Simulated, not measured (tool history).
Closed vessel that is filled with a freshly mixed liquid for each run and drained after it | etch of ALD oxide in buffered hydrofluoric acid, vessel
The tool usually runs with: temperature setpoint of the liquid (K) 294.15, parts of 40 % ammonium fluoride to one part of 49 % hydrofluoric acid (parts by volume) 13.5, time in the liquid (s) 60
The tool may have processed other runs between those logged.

run,hour,temperature setpoint of the liquid (K),parts of 40 % ammonium fluoride to one part of 49 % hydrofluoric acid (parts by volume),time in the liquid (s),wafers since the last listed run,hours since the thermometer was replaced,hours since the hydrofluoric acid flow meter was replaced,hours since the gauge calibration,"read-back film thickness of the ALD oxide reference wafer, read on the same gauge (nm)",thickness taken off the ALD oxide on a monitor wafer (nm)
1,0,294.15,13.5,80,0,1896.6,700.8,1053.1,152.32,85.95
2,54.7,294.15,13.5,80,6662,1951.3,755.5,1107.8,152.46,85.9
3,89.2,294.15,13.5,80,4201,1985.8,790,1142.3,152.57,85.54
4,283.2,294.15,13.5,60,23628,2179.8,984,1336.3,153.08,64.58
5,327.4,294.15,13.5,60,5383,2224,1028.2,1380.5,153.2,64.56
6,396.8,294.15,13.5,60,8452,2293.4,1097.6,1449.9,153.36,64.52
7,440.9,294.15,13.5,60,5371,2337.5,1141.7,1494,153.49,64.51
8,470,291.65,13.5,60,3544,2366.6,1170.8,1523.1,153.56,56.51
9,534.3,291.65,13.5,60,7831,2430.9,1235.1,1587.4,153.72,56.32
10,568.9,291.65,13.5,60,4214,2465.5,1269.7,1622,153.81,56.6
# hour 576.2: hydrofluoric acid flow meter replaced
11,627.5,294.15,13.5,60,7015,2524.1,51.3,1680.6,153.99,64.63
# hour 674.6: gauge calibrated
12,678.1,292.15,13.5,90,6162,2574.7,101.9,3.5,149.62,84.18
13,729.6,294.15,13.5,60,6272,2626.2,153.4,55,149.77,62.83
14,784.1,294.15,13.5,60,6637,2680.7,207.9,109.5,149.87,63.49
15,855.6,294.15,13.5,60,8708,2752.2,279.4,181,150.09,63.67
16,913.4,294.15,13.5,85,7039,2810,337.2,238.8,150.22,89.64
17,947.9,294.15,13.5,60,4201,2844.5,371.7,273.3,150.33,62.74
# hour 990.3: thermometer replaced
18,1003.3,296.65,13.5,60,6625,13,427.1,328.7,150.47,72.91
19,1068,290.15,16,85,7880,77.7,491.8,393.4,150.64,60.66
20,1126.6,297.65,16,60,7137,136.3,550.4,452,150.79,65.12
21,1170.7,290.15,12,70,5371,180.4,594.5,496.1,150.9,66.47
22,1216.7,296.15,9.5,60,5602,226.4,640.5,542.1,151.03,99.04
23,1288.2,292.65,13.5,60,8708,297.9,712,613.6,151.22,58.59
24,1344.6,296.15,8,70,6869,354.3,768.4,670,151.37,135.22
25,1470,297.15,10.5,70,15273,479.7,893.8,795.4,151.7,111.61
26,1497.8,294.15,13.5,60,3385,507.5,921.6,823.2,151.74,64.08
27,1558.9,294.15,13.5,60,7441,568.6,982.7,884.3,151.92,64.32
28,1595.2,297.65,11.5,45,4421,604.9,1019,920.6,152.01,68.29
29,1650.2,294.15,16,60,6698,659.9,1074,975.6,152.17,54.26
30,1716.5,294.15,19,60,8075,726.2,1140.3,1041.9,152.33,45.73
31,1757.9,291.15,17,35,5042,767.6,1181.7,1083.3,152.45,25.19
32,1814.9,294.15,13.5,75,6942,824.6,1238.7,1140.3,152.58,80.55
# hour 1938.8: hydrofluoric acid flow meter replaced
33,1967.6,290.15,10,95,18476,977.3,28.8,1293,152.97,108.72
34,1995.6,297.65,15.5,50,3410,1005.3,56.8,1321,153.08,56.97

Alternative continuations, all from the tool just after run 34; predict every row:
A,1996.3,294.15,13.5,60,85,1006,57.5,1321.7,?,?
B,1996.3,290.15,11.5,50,85,1006,57.5,1321.7,?,?
C,1996.3,298.65,13.5,90,85,1006,57.5,1321.7,?,?
D,1996.3,298.15,16,50,85,1006,57.5,1321.7,?,?

run,"read-back film thickness of the ALD oxide reference wafer, read on the same gauge (nm)",thickness taken off the ALD oxide on a monitor wafer (nm)
A,153.06,64.52
B,153.06,50.2
C,153.06,123.88
D,153.06,56.69
Without the tool's hidden state the same runs would have given:
run,thickness taken off the ALD oxide on a monitor wafer (nm)
A,63.23
B,49.2
C,121.41
D,55.56
